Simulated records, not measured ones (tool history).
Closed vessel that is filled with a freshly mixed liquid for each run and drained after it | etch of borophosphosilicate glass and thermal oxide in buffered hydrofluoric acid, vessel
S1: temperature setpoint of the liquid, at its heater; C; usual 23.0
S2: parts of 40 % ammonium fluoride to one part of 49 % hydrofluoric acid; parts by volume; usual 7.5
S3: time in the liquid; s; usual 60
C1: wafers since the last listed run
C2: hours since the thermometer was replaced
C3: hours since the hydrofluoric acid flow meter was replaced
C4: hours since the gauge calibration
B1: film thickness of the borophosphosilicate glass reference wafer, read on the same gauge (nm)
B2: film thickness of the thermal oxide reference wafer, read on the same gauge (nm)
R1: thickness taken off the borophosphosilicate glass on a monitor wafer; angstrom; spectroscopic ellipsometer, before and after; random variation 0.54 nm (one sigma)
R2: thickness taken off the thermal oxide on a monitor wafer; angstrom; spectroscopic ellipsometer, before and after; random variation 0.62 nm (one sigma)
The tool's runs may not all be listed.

run	day	S1	S2	S3	C1	C2	C3	C4	B1	B2	R1	R2
1	0.000	23.0	7.5	60	0	1419.4	1943.3	243.4	29.98	30.00	1037.7	875.2
2	0.321	23.0	7.5	85	604	1427.1	1951.0	251.1	30.00	29.97	1469.0	1231.2
3	0.758	23.0	7.5	85	824	1437.6	1961.5	261.6	30.00	30.01	1467.0	1243.2
4	1.362	23.0	7.5	85	1138	1452.1	1976.0	276.1	30.01	29.96	1468.2	1227.7
5	2.104	23.0	7.5	60	1397	1469.9	1993.8	293.9	29.98	30.02	1048.0	874.3
6	2.367	21.0	7.5	60	494	1476.2	2000.1	300.2	30.00	30.01	928.7	787.4
7	2.658	26.5	7.5	60	549	1483.2	2007.1	307.2	29.99	30.04	1250.2	1058.7
8	3.162	23.0	7.5	50	950	1495.3	2019.2	319.3	29.99	29.97	863.2	734.5
9	3.883	25.0	10.5	60	1358	1512.6	2036.5	336.6	30.02	30.02	853.6	720.9
10	4.133	24.5	7.5	90	471	1518.6	2042.5	342.6	30.01	30.02	1699.5	1414.9
11	4.788	21.5	5.0	75	1232	1534.3	2058.2	358.3	30.00	30.01	1791.4	1493.7
# day 4.954: thermometer replaced
12	5.458	23.0	7.5	60	1185	12.1	2074.3	374.4	30.01	29.98	943.5	783.2
13	6.025	23.0	7.5	60	1067	25.7	2087.9	388.0	30.00	30.03	936.0	789.2
14	6.396	28.0	9.5	35	698	34.6	2096.8	396.9	30.02	30.03	582.0	496.5
# day 6.646: hydrofluoric acid flow meter replaced
15	6.692	19.5	8.5	85	478	41.7	1.1	404.0	29.99	30.00	1102.4	926.2
# day 7.138: gauge calibrated
16	7.246	27.5	7.5	60	1044	55.0	14.4	2.6	30.00	29.99	1363.9	1147.7
17	7.608	20.5	5.5	30	683	63.7	23.1	11.3	29.99	29.99	622.3	521.4
18	8.012	23.0	8.5	40	761	73.4	32.8	21.0	29.98	29.97	614.7	529.0
19	8.608	23.0	7.5	75	1122	87.7	47.1	35.3	30.00	29.96	1329.0	1119.6
20	9.088	23.0	9.0	80	902	99.2	58.6	46.8	30.00	29.96	1170.1	986.7
21	9.383	23.0	8.5	60	557	106.3	65.7	53.9	30.00	30.01	929.2	787.9
22	9.900	23.0	7.5	60	973	118.7	78.1	66.3	29.99	29.98	1064.7	898.5
23	10.321	26.0	7.5	60	793	128.8	88.2	76.4	30.01	30.00	1260.2	1065.2
24	10.792	26.0	6.0	30	887	140.1	99.5	87.7	30.00	30.03	781.1	652.5
25	11.062	23.0	7.5	60	510	146.6	106.0	94.2	30.00	30.00	1073.6	900.1

The same runs without the tool's hidden state, with the same run-to-run variation:
The hidden state here: liquid hotter than its thermometer reads (K); hydrofluoric acid flow below the setpoint (%); gauge reads high (%).
run	R1	R2
1	1068.2	898.6
2	1512.2	1264.0
3	1510.3	1276.5
4	1511.3	1260.3
5	1079.0	897.7
6	955.0	807.3
7	1289.5	1089.3
8	888.8	754.1
9	867.3	731.1
10	1751.4	1454.1
11	1794.0	1487.6
12	1073.2	889.4
13	1064.4	896.0
14	641.0	546.3
15	1101.6	925.3
16	1363.2	1146.8
17	620.3	519.4
18	614.3	528.5
19	1327.7	1118.1
20	1162.2	979.8
21	928.3	786.9
22	1063.4	897.0
23	1259.0	1063.8
24	777.7	649.3
25	1072.4	898.7
